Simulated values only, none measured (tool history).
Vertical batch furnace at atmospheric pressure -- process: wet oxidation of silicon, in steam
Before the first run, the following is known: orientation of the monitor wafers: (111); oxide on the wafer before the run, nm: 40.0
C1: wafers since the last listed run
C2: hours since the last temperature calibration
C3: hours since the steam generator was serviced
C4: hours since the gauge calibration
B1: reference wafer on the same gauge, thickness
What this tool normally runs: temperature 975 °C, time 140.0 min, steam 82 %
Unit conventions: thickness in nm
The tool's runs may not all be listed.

Run 1, hour 0.0: usual settings; C1 0; C2 1993.1; C3 1645.3; C4 197.8; B1 712.77. Result: thickness 704.42 nm.
Run 2, hour 25.9: usual settings; C1 337; C2 2019.0; C3 1671.2; C4 223.7; B1 713.48. Result: thickness 703.97 nm.
Run 3, hour 66.4: usual settings; C1 528; C2 2059.5; C3 1711.7; C4 264.2; B1 712.72. Result: thickness 703.93 nm.
Run 4, hour 109.0: usual settings; C1 555; C2 2102.1; C3 1754.3; C4 306.8; B1 712.91. Result: thickness 703.41 nm.
Run 5, hour 276.9: usual settings; C1 2189; C2 2270.0; C3 1922.2; C4 474.7; B1 712.77. Result: thickness 704.60 nm.
Run 6, hour 337.7: usual settings; C1 792; C2 2330.8; C3 1983.0; C4 535.5; B1 712.28. Result: thickness 700.16 nm.
Run 7, hour 383.2: usual settings but steam 87 %; C1 593; C2 2376.3; C3 2028.5; C4 581.0; B1 712.98. Result: thickness 728.99 nm.
Run 8, hour 444.4: usual settings but steam 87 %; C1 797; C2 2437.5; C3 2089.7; C4 642.2; B1 713.70. Result: thickness 728.73 nm.
Run 9, hour 507.9: usual settings; C1 827; C2 2501.0; C3 2153.2; C4 705.7; B1 713.12. Result: thickness 705.93 nm.
Run 10, hour 572.3: usual settings; C1 839; C2 2565.4; C3 2217.6; C4 770.1; B1 713.06. Result: thickness 705.63 nm.
Run 11, hour 609.4: usual settings; C1 483; C2 2602.5; C3 2254.7; C4 807.2; B1 712.06. Result: thickness 703.17 nm.
At hour 664.8: steam generator serviced.
Run 12, hour 665.3: usual settings; C1 415; C2 2658.4; C3 0.5; C4 863.1; B1 713.31. Result: thickness 728.86 nm.
Run 13, hour 687.5: usual settings; C1 289; C2 2680.6; C3 22.7; C4 885.3; B1 713.37. Result: thickness 732.84 nm.
Run 14, hour 713.6: usual settings; C1 340; C2 2706.7; C3 48.8; C4 911.4; B1 712.82. Result: thickness 730.76 nm.
Run 15, hour 746.5: usual settings; C1 428; C2 2739.6; C3 81.7; C4 944.3; B1 713.72. Result: thickness 728.72 nm.
Run 16, hour 807.4: usual settings but steam 78 %; C1 794; C2 2800.5; C3 142.6; C4 1005.2; B1 712.64. Result: thickness 704.16 nm.
Run 17, hour 874.6: usual settings but steam 78 %; C1 876; C2 2867.7; C3 209.8; C4 1072.4; B1 713.45. Result: thickness 703.45 nm.
Run 18, hour 919.0: usual settings but temperature 984 °C, time 202.0 min, steam 94 %; C1 578; C2 2912.1; C3 254.2; C4 1116.8; B1 713.19. Result: thickness 1015.10 nm.
At hour 923.6: gauge calibrated.
Run 19, hour 969.8: usual settings but temperature 960 °C, steam 79 %; C1 662; C2 2962.9; C3 305.0; C4 46.2; B1 713.33. Result: thickness 647.82 nm.
At hour 1040.7: thermocouples replaced and temperature profile calibrated.
Run 20, hour 1041.2: usual settings but temperature 988 °C, time 162.5 min, steam 76 %; C1 618; C2 0.5; C3 376.4; C4 117.6; B1 712.81. Result: thickness 802.08 nm.
Run 21, hour 1077.9: usual settings; C1 478; C2 37.2; C3 413.1; C4 154.3; B1 712.24. Result: thickness 719.33 nm.
Run 22, hour 1128.2: usual settings but temperature 993 °C, time 71.5 min, steam 71 %; C1 655; C2 87.5; C3 463.4; C4 204.6; B1 713.29. Result: thickness 485.57 nm.
Run 23, hour 1197.3: usual settings but temperature 991 °C, time 196.5 min, steam 75 %; C1 900; C2 156.6; C3 532.5; C4 273.7; B1 712.35. Result: thickness 899.13 nm.
Run 24, hour 1244.1: usual settings but steam 76 %; C1 610; C2 203.4; C3 579.3; C4 320.5; B1 712.98. Result: thickness 681.19 nm.
Run 25, hour 1290.0: usual settings but temperature 955 °C; C1 598; C2 249.3; C3 625.2; C4 366.4; B1 712.75. Result: thickness 641.32 nm.
Run 26, hour 1346.8: usual settings; C1 740; C2 306.1; C3 682.0; C4 423.2; B1 712.86. Result: thickness 713.25 nm.
Run 27, hour 1411.8: usual settings; C1 847; C2 371.1; C3 747.0; C4 488.2; B1 712.44. Result: thickness 713.15 nm.
Run 28, hour 1460.8: usual settings; C1 638; C2 420.1; C3 796.0; C4 537.2; B1 712.56. Result: thickness 712.60 nm.
Run 29, hour 1496.1: usual settings but temperature 992 °C, time 173.5 min; C1 460; C2 455.4; C3 831.3; C4 572.5; B1 713.68. Result: thickness 878.68 nm.
Run 30, hour 1537.8: usual settings; C1 543; C2 497.1; C3 873.0; C4 614.2; B1 713.19. Result: thickness 711.72 nm.
Run 31, hour 1562.6: usual settings; C1 323; C2 521.9; C3 897.8; C4 639.0; B1 713.48. Result: thickness 712.83 nm.
Run 32, hour 1603.1: usual settings but temperature 988 °C, time 162.5 min, steam 76 %; C1 528; C2 562.4; C3 938.3; C4 679.5; B1 712.34. Result: thickness 793.55 nm.
Run 33, hour 1655.4: usual settings but time 188.0 min, steam 90 %; C1 681; C2 614.7; C3 990.6; C4 731.8; B1 712.71. Result: thickness 893.62 nm.
Run 34, hour 1688.1: usual settings but time 176.5 min; C1 426; C2 647.4; C3 1023.3; C4 764.5; B1 713.09. Result: thickness 816.91 nm.
Run 35, hour 1831.3: usual settings; C1 1867; C2 790.6; C3 1166.5; C4 907.7; B1 712.54. Result: thickness 705.62 nm.
Run 36, hour 1875.2: usual settings but temperature 1000 °C, time 98.5 min, steam 91 %; C1 572; C2 834.5; C3 1210.4; C4 951.6; B1 712.74. Result: thickness 695.22 nm.
Run 37, hour 1924.7: usual settings but steam 91 %; C1 645; C2 884.0; C3 1259.9; C4 1001.1; B1 713.93. Result: thickness 753.37 nm.
Run 38, hour 1971.4: usual settings; C1 608; C2 930.7; C3 1306.6; C4 1047.8; B1 712.87. Result: thickness 711.00 nm.

Below are 4 alternative next runs, each starting from the tool's condition after run 38. Predict each:
Run A, hour 1977.6: usual settings but temperature 985 °C; C1 80; C2 936.9; C3 1312.8; C4 1054.0; B1 ?. Result: thickness ?.
Run B, hour 1977.6: usual settings but temperature 997 °C, time 109.5 min, steam 74 %; C1 80; C2 936.9; C3 1312.8; C4 1054.0; B1 ?. Result: thickness ?.
Run C, hour 1977.6: usual settings but temperature 990 °C, time 115.0 min, steam 86 %; C1 80; C2 936.9; C3 1312.8; C4 1054.0; B1 ?. Result: thickness ?.
Run D, hour 1977.6: usual settings but steam 85 %; C1 80; C2 936.9; C3 1312.8; C4 1054.0; B1 ?. Result: thickness ?.

run      B1  thickness
  A  713.13     746.97
  B  713.13     647.14
  C  713.13     702.03
  D  713.13     724.44
Take away the tool's hidden state, keep each run's random variation, and the runs would have read:
run  thickness
  A     773.13
  B     669.80
  C     726.62
  D     750.17
